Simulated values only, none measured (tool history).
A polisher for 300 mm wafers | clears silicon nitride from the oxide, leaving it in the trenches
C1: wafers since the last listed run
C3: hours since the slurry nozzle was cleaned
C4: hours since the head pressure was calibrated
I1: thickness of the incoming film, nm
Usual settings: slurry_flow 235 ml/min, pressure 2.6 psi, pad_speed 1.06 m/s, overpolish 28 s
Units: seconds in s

run 1 hour=0.0 | slurry_flow=235 pressure=2.6 pad_speed=1.06 overpolish=28 | C1=0 wafers_polished_on_this_pad=428 C3=365.3 C4=1055.8 | I1=150.6 | seconds=142.7
-- hour=22.0 worn pad replaced by a new one
run 2 hour=24.6 | slurry_flow=235 pressure=2.6 pad_speed=1.06 overpolish=37 | C1=128 wafers_polished_on_this_pad=15 C3=389.9 C4=1080.4 | I1=148.4 | seconds=141.9
run 3 hour=51.7 | slurry_flow=235 pressure=2.6 pad_speed=1.06 overpolish=37 | C1=168 wafers_polished_on_this_pad=184 C3=417.0 C4=1107.5 | I1=148.9 | seconds=142.6
run 4 hour=73.2 | slurry_flow=235 pressure=2.6 pad_speed=1.06 overpolish=37 | C1=133 wafers_polished_on_this_pad=318 C3=438.5 C4=1129.0 | I1=150.9 | seconds=145.9
run 5 hour=94.1 | slurry_flow=215 pressure=2.6 pad_speed=1.06 overpolish=28 | C1=129 wafers_polished_on_this_pad=448 C3=459.4 C4=1149.9 | I1=150.0 | seconds=147.9
-- hour=111.6 slurry nozzle cleaned
-- hour=113.3 worn pad replaced by a new one
run 6 hour=125.3 | slurry_flow=215 pressure=2.6 pad_speed=1.06 overpolish=28 | C1=176 wafers_polished_on_this_pad=74 C3=13.7 C4=1181.1 | I1=150.7 | seconds=139.2
run 7 hour=157.6 | slurry_flow=215 pressure=2.6 pad_speed=1.06 overpolish=28 | C1=200 wafers_polished_on_this_pad=275 C3=46.0 C4=1213.4 | I1=150.9 | seconds=139.6
run 8 hour=176.8 | slurry_flow=235 pressure=2.6 pad_speed=1.06 overpolish=28 | C1=119 wafers_polished_on_this_pad=394 C3=65.2 C4=1232.6 | I1=148.7 | seconds=135.7
run 9 hour=196.0 | slurry_flow=185 pressure=2.6 pad_speed=1.06 overpolish=28 | C1=119 wafers_polished_on_this_pad=513 C3=84.4 C4=1251.8 | I1=150.8 | seconds=140.1
run 10 hour=214.7 | slurry_flow=195 pressure=3.1 pad_speed=1.06 overpolish=28 | C1=116 wafers_polished_on_this_pad=630 C3=103.1 C4=1270.5 | I1=150.9 | seconds=116.1
-- hour=220.9 worn pad replaced by a new one
run 11 hour=242.2 | slurry_flow=260 pressure=3.4 pad_speed=1.18 overpolish=18 | C1=146 wafers_polished_on_this_pad=132 C3=130.6 C4=1298.0 | I1=150.3 | seconds=96.3
-- hour=245.4 head pressure recalibrated
run 12 hour=260.1 | slurry_flow=235 pressure=2.6 pad_speed=1.38 overpolish=28 | C1=98 wafers_polished_on_this_pad=231 C3=148.5 C4=14.7 | I1=149.2 | seconds=128.0
run 13 hour=280.5 | slurry_flow=235 pressure=2.6 pad_speed=1.06 overpolish=37 | C1=126 wafers_polished_on_this_pad=358 C3=168.9 C4=35.1 | I1=150.2 | seconds=152.9
run 14 hour=308.9 | slurry_flow=235 pressure=3.4 pad_speed=1.40 overpolish=35 | C1=176 wafers_polished_on_this_pad=534 C3=197.3 C4=63.5 | I1=149.3 | seconds=97.4

The same runs without the tool's hidden state, with the same run-to-run variation:
The hidden state here: removal rate lost through wear of the pad, %; slurry flow missing at the pad, %; deviation of the head's pressure from its setpoint, %.
run=1 seconds=152.4
run=2 seconds=151.0
run=3 seconds=151.2
run=4 seconds=154.0
run=5 seconds=154.8
run=6 seconds=155.1
run=7 seconds=155.9
run=8 seconds=151.7
run=9 seconds=156.8
run=10 seconds=130.1
run=11 seconds=108.0
run=12 seconds=127.4
run=13 seconds=152.3
run=14 seconds=97.1
